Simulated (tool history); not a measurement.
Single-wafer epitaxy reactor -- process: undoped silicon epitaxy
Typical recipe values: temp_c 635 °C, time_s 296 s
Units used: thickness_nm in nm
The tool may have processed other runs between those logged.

run	hour	temp_c	time_s	read-back reference wafer on the same gauge, thickness_nm	thickness_nm
1	0.0	630	296	35.315	25.514
2	40.9	644	296	35.259	36.571
3	106.9	644	296	35.292	36.387
4	171.9	635	296	35.308	28.924
# hour 264.9: gauge calibrated
# hour 318.6: pyrometer calibrated
5	319.1	635	296	35.301	34.537
6	486.8	635	296	35.310	33.651
7	536.3	635	296	35.329	33.566
8	589.7	635	296	35.340	33.305
9	650.7	631	296	35.288	29.772
10	692.4	623	263	35.269	21.347
11	722.1	635	296	35.261	32.422
12	778.1	629	348	35.311	33.018
13	837.5	649	296	35.290	45.892
14	880.7	625	259	35.386	21.912

Each row is a separate what-if for the run after 14, all from the same tool condition, not one after another. Results?
A	881.2	635	296	?	?
B	881.2	635	326	?	?
C	881.2	635	255	?	?
D	881.2	648	273	?	?
E	881.2	625	250	?	?

run	read-back reference wafer on the same gauge, thickness_nm	thickness_nm
A	35.291	32.016
B	35.291	35.261
C	35.291	27.582
D	35.291	40.838
E	35.291	20.921
Stripped of hidden state, with their random variation kept, the same runs would have yielded:
run	thickness_nm
A	33.530
B	36.929
C	28.886
D	42.707
E	21.935
